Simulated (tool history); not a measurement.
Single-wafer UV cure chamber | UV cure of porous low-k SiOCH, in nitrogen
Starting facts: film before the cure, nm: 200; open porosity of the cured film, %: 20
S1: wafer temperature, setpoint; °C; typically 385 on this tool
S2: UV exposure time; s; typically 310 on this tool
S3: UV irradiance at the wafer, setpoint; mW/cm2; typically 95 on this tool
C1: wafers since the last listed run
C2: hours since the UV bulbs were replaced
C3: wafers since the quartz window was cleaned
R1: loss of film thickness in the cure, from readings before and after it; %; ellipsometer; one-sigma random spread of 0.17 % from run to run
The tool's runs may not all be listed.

| run | hour | S1 | S2 | S3 | C1 | C2 | C3 | R1 |
|---|---|---|---|---|---|---|---|---|
| 1 | 0 | 385 | 310 | 95 | 0 | 984.8 | 2721 | 12.202 |
| 2 | 47.7 | 385 | 310 | 95 | 470 | 1032.5 | 3191 | 12.311 |
| 3 | 148.2 | 385 | 425 | 95 | 990 | 1133 | 4182 | 13.803 |
| 4 | 195.4 | 385 | 425 | 95 | 465 | 1180.2 | 4647 | 13.831 |
| 5 | 354.2 | 385 | 425 | 95 | 1565 | 1339 | 6213 | 13.755 |
| 6 | 420.2 | 385 | 310 | 95 | 650 | 1405 | 6863 | 12.195 |
|  | 468.5 | quartz window cleaned |
| 7 | 582.6 | 385 | 310 | 95 | 1522 | 1567.4 | 1124 | 12.228 |
| 8 | 632.9 | 385 | 310 | 112 | 495 | 1617.7 | 1620 | 12.767 |
| 9 | 845.5 | 385 | 310 | 112 | 2095 | 1830.3 | 3716 | 12.727 |
| 10 | 918 | 385 | 310 | 95 | 714 | 1902.8 | 4431 | 11.889 |
| 11 | 1018.5 | 385 | 215 | 78 | 990 | 2003.3 | 5421 | 9.2 |
| 12 | 1100.1 | 385 | 215 | 78 | 804 | 2084.9 | 6226 | 9.261 |
| 13 | 1153.8 | 385 | 215 | 78 | 529 | 2138.6 | 6755 | 9.507 |
|  | 1249.6 | UV bulbs replaced |
|  | 1365.3 | quartz window cleaned |
| 14 | 1439 | 385 | 310 | 95 | 2653 | 189.4 | 726 | 13.097 |
| 15 | 1573.4 | 385 | 310 | 95 | 1324 | 323.8 | 2051 | 13.05 |
| 16 | 1654.3 | 385 | 310 | 95 | 797 | 404.7 | 2848 | 12.844 |
| 17 | 1748 | 385 | 310 | 95 | 923 | 498.4 | 3772 | 12.745 |
| 18 | 1810.4 | 385 | 310 | 95 | 615 | 560.8 | 4387 | 12.66 |
| 19 | 1885.4 | 385 | 195 | 95 | 739 | 635.8 | 5126 | 10.548 |
| 20 | 1965.4 | 385 | 195 | 95 | 788 | 715.8 | 5915 | 10.475 |
| 21 | 2069.5 | 385 | 310 | 75 | 1026 | 819.9 | 6941 | 11.44 |
| 22 | 2167.3 | 385 | 310 | 75 | 964 | 917.7 | 7905 | 11.284 |
|  | 2194.8 | quartz window cleaned |
| 23 | 2236.2 | 385 | 310 | 75 | 600 | 986.6 | 407 | 11.497 |
| 24 | 2318.6 | 385 | 310 | 95 | 812 | 1069 | 1219 | 12.489 |
| 25 | 2408 | 385 | 225 | 95 | 881 | 1158.4 | 2101 | 10.767 |
| 26 | 2476 | 385 | 310 | 95 | 670 | 1226.4 | 2771 | 12.223 |
| 27 | 2557.3 | 369 | 310 | 95 | 801 | 1307.7 | 3572 | 12.019 |
| 28 | 2646.1 | 395 | 225 | 61 | 875 | 1396.5 | 4448 | 8.901 |
| 29 | 2714.2 | 385 | 310 | 95 | 671 | 1464.6 | 5119 | 12.143 |
| 30 | 2802.6 | 385 | 475 | 95 | 871 | 1553 | 5991 | 14.116 |
| 31 | 2939 | 385 | 310 | 123 | 1344 | 1689.4 | 7335 | 13.48 |
|  | 3028.7 | quartz window cleaned |
| 32 | 3029.2 | 369 | 455 | 75 | 810 | 1779.6 | 4 | 12.376 |
| 33 | 3080.8 | 366 | 310 | 95 | 508 | 1831.2 | 513 | 11.914 |
| 34 | 3132.4 | 391 | 310 | 114 | 508 | 1882.8 | 1022 | 12.996 |
| 35 | 3214.5 | 385 | 310 | 95 | 809 | 1964.9 | 1831 | 12.244 |
| 36 | 3257 | 385 | 310 | 75 | 418 | 2007.4 | 2250 | 11.076 |
| 37 | 3313.5 | 394 | 310 | 65 | 556 | 2063.9 | 2807 | 10.478 |
| 38 | 3416.8 | 385 | 370 | 95 | 1018 | 2167.2 | 3825 | 13.049 |
| 39 | 3481.9 | 385 | 310 | 95 | 641 | 2232.3 | 4467 | 11.973 |
| 40 | 3545 | 385 | 310 | 95 | 622 | 2295.4 | 5089 | 11.745 |
| 41 | 3615.7 | 399 | 310 | 65 | 696 | 2366.1 | 5786 | 10.57 |
| 42 | 3667.5 | 398 | 370 | 131 | 510 | 2417.9 | 6296 | 14.652 |
| 43 | 3728.6 | 385 | 310 | 95 | 602 | 2479 | 6899 | 11.626 |
|  | 3809.3 | UV bulbs replaced |
| 44 | 3809.8 | 395 | 470 | 63 | 721 | 0.5 | 7620 | 13.734 |
|  | 3842.4 | quartz window cleaned |
| 45 | 3897 | 396 | 210 | 67 | 780 | 87.7 | 538 | 10.017 |
| 46 | 3986.6 | 385 | 310 | 95 | 883 | 177.3 | 1421 | 13.454 |
| 47 | 4037.5 | 373 | 435 | 57 | 501 | 228.2 | 1923 | 12.083 |
| 48 | 4130 | 392 | 205 | 73 | 911 | 320.7 | 2835 | 10.303 |

What the log doesn't show, run by run:
transmission lost against a clean window, %: 0 in every run
H1: lamp output below its setpoint, %
| run | H1 |
|---|---|
| 1 | 23.8 |
| 2 | 24.3 |
| 3 | 25.2 |
| 4 | 25.6 |
| 5 | 26.8 |
| 6 | 27.2 |
| 7 | 28.2 |
| 8 | 28.4 |
| 9 | 29.3 |
| 10 | 29.6 |
| 11 | 29.9 |
| 12 | 30.1 |
| 13 | 30.3 |
| 14 | 7.46 |
| 15 | 10.9 |
| 16 | 12.7 |
| 17 | 14.6 |
| 18 | 15.8 |
| 19 | 17.1 |
| 20 | 18.3 |
| 21 | 19.7 |
| 22 | 20.9 |
| 23 | 21.7 |
| 24 | 22.5 |
| 25 | 23.3 |
| 26 | 23.9 |
| 27 | 24.5 |
| 28 | 25.1 |
| 29 | 25.5 |
| 30 | 26 |
| 31 | 26.6 |
| 32 | 27 |
| 33 | 27.2 |
| 34 | 27.4 |
| 35 | 27.7 |
| 36 | 27.8 |
| 37 | 28 |
| 38 | 28.3 |
| 39 | 28.4 |
| 40 | 28.5 |
| 41 | 28.7 |
| 42 | 28.8 |
| 43 | 28.9 |
| 44 | 0.158 |
| 45 | 3.07 |
| 46 | 5.76 |
| 47 | 7.16 |
| 48 | 9.49 |
